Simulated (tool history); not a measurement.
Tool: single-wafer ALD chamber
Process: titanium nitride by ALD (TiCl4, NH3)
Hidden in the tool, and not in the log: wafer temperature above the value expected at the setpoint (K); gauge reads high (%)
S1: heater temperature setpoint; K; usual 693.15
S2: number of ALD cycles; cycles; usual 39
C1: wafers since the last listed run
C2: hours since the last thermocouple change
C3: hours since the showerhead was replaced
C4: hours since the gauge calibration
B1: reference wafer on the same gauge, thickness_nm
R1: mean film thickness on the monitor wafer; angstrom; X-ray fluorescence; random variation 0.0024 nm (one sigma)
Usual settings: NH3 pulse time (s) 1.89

{"run": 1, "day": 0.0, "S1": 693.15, "S2": 45, "NH3 pulse time (s)": 1.89, "C1": 0, "C2": 1693.4, "C3": 6685.1, "C4": 110.2, "B1": 0.917, "R1": 9.28}
{"run": 2, "day": 0.467, "S1": 693.15, "S2": 39, "NH3 pulse time (s)": 1.89, "C1": 75, "C2": 1704.6, "C3": 6696.3, "C4": 121.4, "B1": 0.919, "R1": 8.05}
{"run": 3, "day": 1.217, "S1": 693.15, "S2": 39, "NH3 pulse time (s)": 1.89, "C1": 120, "C2": 1722.6, "C3": 6714.3, "C4": 139.4, "B1": 0.918, "R1": 8.06}
{"run": 4, "day": 1.662, "S1": 693.15, "S2": 39, "NH3 pulse time (s)": 1.89, "C1": 71, "C2": 1733.3, "C3": 6725.0, "C4": 150.1, "B1": 0.918, "R1": 8.08}
{"run": 5, "day": 2.104, "S1": 693.15, "S2": 39, "NH3 pulse time (s)": 1.89, "C1": 71, "C2": 1743.9, "C3": 6735.6, "C4": 160.7, "B1": 0.917, "R1": 8.07}
{"run": 6, "day": 2.517, "S1": 693.15, "S2": 39, "NH3 pulse time (s)": 1.89, "C1": 66, "C2": 1753.8, "C3": 6745.5, "C4": 170.6, "B1": 0.918, "R1": 8.09}
{"day": 3.258, "done": "showerhead replaced"}
{"run": 7, "day": 3.279, "S1": 693.15, "S2": 39, "NH3 pulse time (s)": 1.89, "C1": 69, "C2": 1772.1, "C3": 0.5, "C4": 188.9, "B1": 0.919, "R1": 8.08}
{"run": 8, "day": 3.688, "S1": 693.15, "S2": 39, "NH3 pulse time (s)": 1.89, "C1": 65, "C2": 1781.9, "C3": 10.3, "C4": 198.7, "B1": 0.917, "R1": 8.08}
{"run": 9, "day": 4.088, "S1": 693.15, "S2": 39, "NH3 pulse time (s)": 1.89, "C1": 64, "C2": 1791.5, "C3": 19.9, "C4": 208.3, "B1": 0.918, "R1": 8.11}
{"run": 10, "day": 4.562, "S1": 693.15, "S2": 36, "NH3 pulse time (s)": 1.89, "C1": 76, "C2": 1802.9, "C3": 31.3, "C4": 219.7, "B1": 0.918, "R1": 7.49}
{"day": 4.996, "done": "thermocouple changed; heater temperature recalibrated"}
{"day": 5.154, "done": "gauge calibrated"}
{"run": 11, "day": 5.179, "S1": 693.15, "S2": 39, "NH3 pulse time (s)": 1.89, "C1": 45, "C2": 4.4, "C3": 46.1, "C4": 0.6, "B1": 0.918, "R1": 8.04}
{"run": 12, "day": 5.717, "S1": 693.15, "S2": 43, "NH3 pulse time (s)": 1.89, "C1": 86, "C2": 17.3, "C3": 59.0, "C4": 13.5, "B1": 0.918, "R1": 8.93}
{"run": 13, "day": 6.375, "S1": 681.15, "S2": 39, "NH3 pulse time (s)": 1.89, "C1": 106, "C2": 33.1, "C3": 74.8, "C4": 29.3, "B1": 0.919, "R1": 8.03}
{"run": 14, "day": 6.804, "S1": 693.15, "S2": 39, "NH3 pulse time (s)": 1.89, "C1": 69, "C2": 43.4, "C3": 85.1, "C4": 39.6, "B1": 0.918, "R1": 8.07}
{"run": 15, "day": 7.4, "S1": 682.15, "S2": 44, "NH3 pulse time (s)": 2.35, "C1": 96, "C2": 57.7, "C3": 99.4, "C4": 53.9, "B1": 0.919, "R1": 9.16}

The next listed run, before its measurement:
{"run": 16, "day": 7.733, "S1": 682.15, "S2": 35, "NH3 pulse time (s)": 2.31, "C1": 53, "C2": 65.7, "C3": 107.4, "C4": 61.9, "B1": "?", "R1": "?"}

Run 16 gave B1 0.918, R1 7.26 angstrom.
Without the tool's hidden state the same run would have given R1 7.26 angstrom.
